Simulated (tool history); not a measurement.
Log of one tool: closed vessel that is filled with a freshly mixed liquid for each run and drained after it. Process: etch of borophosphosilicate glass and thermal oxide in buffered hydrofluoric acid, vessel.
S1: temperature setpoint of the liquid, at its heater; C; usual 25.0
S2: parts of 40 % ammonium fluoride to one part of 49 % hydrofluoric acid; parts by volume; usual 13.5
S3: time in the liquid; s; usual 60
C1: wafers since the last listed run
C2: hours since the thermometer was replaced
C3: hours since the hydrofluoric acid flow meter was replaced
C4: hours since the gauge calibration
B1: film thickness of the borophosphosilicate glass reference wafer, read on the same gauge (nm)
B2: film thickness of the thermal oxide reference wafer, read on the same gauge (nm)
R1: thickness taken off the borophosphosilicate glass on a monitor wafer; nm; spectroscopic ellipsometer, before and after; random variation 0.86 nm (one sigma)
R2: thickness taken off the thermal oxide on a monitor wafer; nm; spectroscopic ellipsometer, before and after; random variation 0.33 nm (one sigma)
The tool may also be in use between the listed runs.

run 1 hour=0.0 | S1=25.0 S2=13.5 S3=60 | C1=0 C2=1428.9 C3=1408.9 C4=1359.2 | B1=48.03 B2=95.99 | R1=89.72 R2=53.80
run 2 hour=30.6 | S1=25.0 S2=13.5 S3=60 | C1=3319 C2=1459.5 C3=1439.5 C4=1389.8 | B1=47.96 B2=95.80 | R1=88.07 R2=53.97
-- hour=85.5 hydrofluoric acid flow meter replaced
run 3 hour=147.2 | S1=25.0 S2=13.5 S3=60 | C1=12541 C2=1576.1 C3=61.7 C4=1506.4 | B1=47.52 B2=95.15 | R1=89.35 R2=53.77
run 4 hour=188.1 | S1=25.0 S2=13.5 S3=60 | C1=4437 C2=1617.0 C3=102.6 C4=1547.3 | B1=47.45 B2=94.85 | R1=88.00 R2=53.33
-- hour=234.9 thermometer replaced
run 5 hour=235.7 | S1=25.0 S2=13.5 S3=60 | C1=5055 C2=0.8 C3=150.2 C4=1594.9 | B1=47.26 B2=94.57 | R1=87.59 R2=53.11
run 6 hour=267.1 | S1=25.0 S2=13.5 S3=60 | C1=3406 C2=32.2 C3=181.6 C4=1626.3 | B1=47.15 B2=94.34 | R1=87.33 R2=53.09
run 7 hour=295.9 | S1=25.0 S2=13.5 S3=60 | C1=3124 C2=61.0 C3=210.4 C4=1655.1 | B1=47.07 B2=94.21 | R1=86.89 R2=52.72
run 8 hour=336.8 | S1=27.0 S2=15.0 S3=60 | C1=4437 C2=101.9 C3=251.3 C4=1696.0 | B1=46.95 B2=93.89 | R1=88.48 R2=53.46
run 9 hour=377.2 | S1=25.0 S2=9.0 S3=60 | C1=4383 C2=142.3 C3=291.7 C4=1736.4 | B1=46.78 B2=93.56 | R1=124.96 R2=74.69
run 10 hour=412.7 | S1=28.5 S2=13.5 S3=60 | C1=3851 C2=177.8 C3=327.2 C4=1771.9 | B1=46.67 B2=93.32 | R1=106.06 R2=62.99
run 11 hour=480.5 | S1=28.0 S2=18.5 S3=35 | C1=7355 C2=245.6 C3=395.0 C4=1839.7 | B1=46.44 B2=92.84 | R1=43.47 R2=26.23
run 12 hour=539.6 | S1=25.0 S2=13.5 S3=40 | C1=6411 C2=304.7 C3=454.1 C4=1898.8 | B1=46.15 B2=92.39 | R1=57.61 R2=34.59
run 13 hour=603.0 | S1=25.0 S2=13.5 S3=60 | C1=6878 C2=368.1 C3=517.5 C4=1962.2 | B1=45.95 B2=91.84 | R1=84.79 R2=51.85
-- hour=635.0 gauge calibrated
run 14 hour=651.7 | S1=27.0 S2=8.5 S3=60 | C1=5283 C2=416.8 C3=566.2 C4=16.7 | B1=49.31 B2=98.61 | R1=158.83 R2=93.97
run 15 hour=707.6 | S1=26.5 S2=13.5 S3=95 | C1=6064 C2=472.7 C3=622.1 C4=72.6 | B1=49.31 B2=98.59 | R1=156.58 R2=94.62

Run 16 comes next. What will it give?
run 16 hour=774.4 | S1=25.0 S2=13.5 S3=60 | C1=7247 C2=539.5 C3=688.9 C4=139.4 | B1=? B2=? | R1=? R2=?

Run 16 gave B1 49.30, B2 98.56, R1 90.74 nm, R2 55.63 nm.
Without the tool's hidden state the same run would have given R1 92.06 nm, R2 56.44 nm.

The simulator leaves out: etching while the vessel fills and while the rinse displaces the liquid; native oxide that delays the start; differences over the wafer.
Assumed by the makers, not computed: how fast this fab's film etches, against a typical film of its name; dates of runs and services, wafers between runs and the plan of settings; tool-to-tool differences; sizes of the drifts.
